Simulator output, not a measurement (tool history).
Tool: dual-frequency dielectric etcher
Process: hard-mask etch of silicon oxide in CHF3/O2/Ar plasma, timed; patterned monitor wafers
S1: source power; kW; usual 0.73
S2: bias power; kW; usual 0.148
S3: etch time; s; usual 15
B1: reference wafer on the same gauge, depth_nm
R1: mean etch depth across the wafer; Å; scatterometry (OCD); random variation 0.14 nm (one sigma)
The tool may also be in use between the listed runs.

run 1 hour=0 | S1=0.73 S2=0.148 S3=15 | B1=26.01 | R1=290.3
run 2 hour=26.7 | S1=0.73 S2=0.148 S3=15 | B1=25.99 | R1=291.9
run 3 hour=51.4 | S1=0.73 S2=0.148 S3=15 | B1=25.96 | R1=293.5
run 4 hour=106.7 | S1=0.73 S2=0.148 S3=15 | B1=25.87 | R1=290.8
run 5 hour=151.4 | S1=0.73 S2=0.148 S3=15 | B1=25.77 | R1=289.4
run 6 hour=200.5 | S1=0.73 S2=0.148 S3=15 | B1=25.75 | R1=289
run 7 hour=258.3 | S1=0.73 S2=0.148 S3=15 | B1=25.6 | R1=287.1
-- hour=286.1 wet clean of the chamber
run 8 hour=292.6 | S1=0.69 S2=0.173 S3=15 | B1=25.58 | R1=296.9
run 9 hour=354.8 | S1=0.73 S2=0.148 S3=15 | B1=25.46 | R1=288.5
run 10 hour=422.4 | S1=0.87 S2=0.148 S3=15 | B1=25.31 | R1=307.1
-- hour=477.9 bias power generator calibrated
run 11 hour=483 | S1=0.73 S2=0.148 S3=15 | B1=25.19 | R1=282.1
-- hour=485.9 gauge calibrated
run 12 hour=508.2 | S1=0.73 S2=0.177 S3=15 | B1=26.43 | R1=313.3
-- hour=572.4 upper electrode replaced
run 13 hour=572.9 | S1=0.73 S2=0.148 S3=13.5 | B1=26.42 | R1=266.2
run 14 hour=758.6 | S1=0.73 S2=0.181 S3=15 | B1=26.32 | R1=319.5
run 15 hour=815.8 | S1=0.8 S2=0.117 S3=19 | B1=26.29 | R1=361.2
run 16 hour=851.4 | S1=0.73 S2=0.148 S3=15 | B1=26.3 | R1=296.5
-- hour=888 wet clean of the chamber
run 17 hour=895.6 | S1=0.87 S2=0.167 S3=13.5 | B1=26.25 | R1=298.2
run 18 hour=943.4 | S1=0.59 S2=0.148 S3=15 | B1=26.17 | R1=269.7
run 19 hour=971.1 | S1=0.73 S2=0.148 S3=15 | B1=26.18 | R1=294
run 20 hour=1012 | S1=0.67 S2=0.148 S3=15 | B1=26.13 | R1=285
-- hour=1042.6 source power generator calibrated
run 21 hour=1050.6 | S1=0.87 S2=0.163 S3=17.5 | B1=26.07 | R1=378.6
run 22 hour=1100.9 | S1=0.73 S2=0.148 S3=15 | B1=26 | R1=293.6
run 23 hour=1128.1 | S1=0.73 S2=0.175 S3=15 | B1=25.98 | R1=309.6
run 24 hour=1178.9 | S1=0.57 S2=0.171 S3=12.5 | B1=25.92 | R1=229.7
run 25 hour=1233.2 | S1=0.8 S2=0.117 S3=19 | B1=25.84 | R1=355.6
run 26 hour=1271.1 | S1=0.62 S2=0.148 S3=15 | B1=25.75 | R1=273.9
run 27 hour=1338.7 | S1=0.73 S2=0.148 S3=15 | B1=25.67 | R1=288.1
run 28 hour=1386.6 | S1=0.84 S2=0.148 S3=15 | B1=25.54 | R1=304.9
run 29 hour=1424.7 | S1=0.73 S2=0.148 S3=15 | B1=25.49 | R1=285.4

Forecast each of these 5 alternatives for the next run:
run A hour=1425.1 | S1=0.73 S2=0.148 S3=15 | B1=? | R1=?
run B hour=1425.1 | S1=0.73 S2=0.173 S3=12.5 | B1=? | R1=?
run C hour=1425.1 | S1=0.55 S2=0.18 S3=13 | B1=? | R1=?
run D hour=1425.1 | S1=0.86 S2=0.161 S3=17 | B1=? | R1=?
run E hour=1425.1 | S1=0.88 S2=0.126 S3=11.5 | B1=? | R1=?

run=A B1=25.49 R1=286.8
run=B B1=25.49 R1=251.5
run=C B1=25.49 R1=235.5
run=D B1=25.49 R1=357.5
run=E B1=25.49 R1=226
Without the tool's hidden state the same runs would have given:
run=A R1=295.7
run=B R1=259.4
run=C R1=242.9
run=D R1=368.7
run=E R1=233.1
